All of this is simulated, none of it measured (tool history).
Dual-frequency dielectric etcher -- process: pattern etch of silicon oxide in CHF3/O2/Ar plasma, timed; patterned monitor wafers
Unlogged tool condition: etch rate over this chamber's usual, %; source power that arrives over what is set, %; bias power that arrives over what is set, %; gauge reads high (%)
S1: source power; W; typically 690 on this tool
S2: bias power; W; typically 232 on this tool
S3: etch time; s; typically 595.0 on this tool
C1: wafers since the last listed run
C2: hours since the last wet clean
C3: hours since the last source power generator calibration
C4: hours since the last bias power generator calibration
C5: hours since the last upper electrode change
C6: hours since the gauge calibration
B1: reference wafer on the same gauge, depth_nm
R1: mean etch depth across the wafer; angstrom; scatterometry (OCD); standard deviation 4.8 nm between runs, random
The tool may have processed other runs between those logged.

run   hour   S1   S2     S3   C1     C2      C3      C4      C5     C6      B1     R1
  1    0.0  690  244  595.0    0  250.2  4825.6  3970.9  2390.1  315.0  1690.5  15371
  2   46.0  690  244  595.0  189  296.2  4871.6  4016.9  2436.1  361.0  1690.7  15424
  3   63.5  690  232  595.0   72  313.7  4889.1  4034.4  2453.6  378.5  1690.5  15247
  4   77.5  690  232  595.0   57  327.7  4903.1  4048.4  2467.6  392.5  1689.8  15275
  5   86.2  690  232  595.0   35  336.4  4911.8  4057.1  2476.3  401.2  1690.3  15327
  6   92.8  800  232  595.0   27  343.0  4918.4  4063.7  2482.9  407.8  1690.6  16056
  7  107.5  690  232  595.0   60  357.7  4933.1  4078.4  2497.6  422.5  1688.9  15287
     116.3  -- gauge calibrated
     118.5  -- source power generator calibrated
  8  123.9  690  232  595.0   51  374.1     5.4  4094.8  2514.0    7.6  1689.6  15320
  9  134.1  690  232  595.0   42  384.3    15.6  4105.0  2524.2   17.8  1689.5  15331
 10  143.5  690  261  595.0   38  393.7    25.0  4114.4  2533.6   27.2  1690.2  15894
 11  160.6  690  261  595.0   70  410.8    42.1  4131.5  2550.7   44.3  1690.5  15942
 12  176.7  690  261  595.0   66  426.9    58.2  4147.6  2566.8   60.4  1689.6  15966
     217.2  -- wet clean of the chamber
 13  217.7  690  232  595.0   70    0.5    99.2  4188.6  2607.8  101.4  1689.8  13760
 14  218.2  690  232  595.0    2    1.0    99.7  4189.1  2608.3  101.9  1691.0  13806
 15  218.7  690  232  595.0    2    1.5   100.2  4189.6  2608.8  102.4  1689.9  13793
 16  227.2  840  264  710.0   35   10.0   108.7  4198.1  2617.3  110.9  1690.5  18217
     252.4  -- bias power generator calibrated
     254.0  -- upper electrode replaced
     275.8  -- wet clean of the chamber, repeated, since the last time left the tool worse
 17  276.3  690  208  595.0   89    0.5   157.8    23.9    22.3  160.0  1690.4  14242
 18  276.8  690  289  476.5    2    1.0   158.3    24.4    22.8  160.5  1690.4  12588
 19  277.2  690  232  595.0    1    1.4   158.7    24.8    23.2  160.9  1690.4  14762
 20  277.7  640  181  445.0    2    1.9   159.2    25.3    23.7  161.4  1689.6   9997
 21  287.4  690  258  595.0   39   11.6   168.9    35.0    33.4  171.1  1690.2  15240
 22  299.9  690  261  544.5   51   24.1   181.4    47.5    45.9  183.6  1690.0  13939
 23  317.5  690  232  760.0   72   41.7   199.0    65.1    63.5  201.2  1689.4  18930
 24  330.9  690  232  760.0   55   55.1   212.4    78.5    76.9  214.6  1691.0  18857
 25  340.7  560  232  769.0   40   64.9   222.2    88.3    86.7  224.4  1691.0  17946
 26  346.9  750  266  595.0   25   71.1   228.4    94.5    92.9  230.6  1690.3  15815
 27  353.9  690  281  537.0   28   78.1   235.4   101.5    99.9  237.6  1689.1  14219
 28  366.3  690  232  524.0   51   90.5   247.8   113.9   112.3  250.0  1690.5  13094
 29  373.6  640  192  712.5   30   97.8   255.1   121.2   119.6  257.3  1690.1  16444

4 ways to go on from here, each from the tool as it stands after run 29. What would each give?
  A  374.2  690  232  595.0   2  98.4  255.7  121.8  120.2  257.9   ?   ?
  B  374.2  550  232  746.0   2  98.4  255.7  121.8  120.2  257.9   ?   ?
  C  374.2  820  232  542.5   2  98.4  255.7  121.8  120.2  257.9   ?   ?
  D  374.2  740  232  422.5   2  98.4  255.7  121.8  120.2  257.9   ?   ?

run      B1     R1
  A  1690.1  14868
  B  1690.1  17390
  C  1690.1  14321
  D  1690.1  10793
What these runs would have given with no unlogged condition in the tool:
run     R1
  A  14803
  B  17315
  C  14259
  D  10746
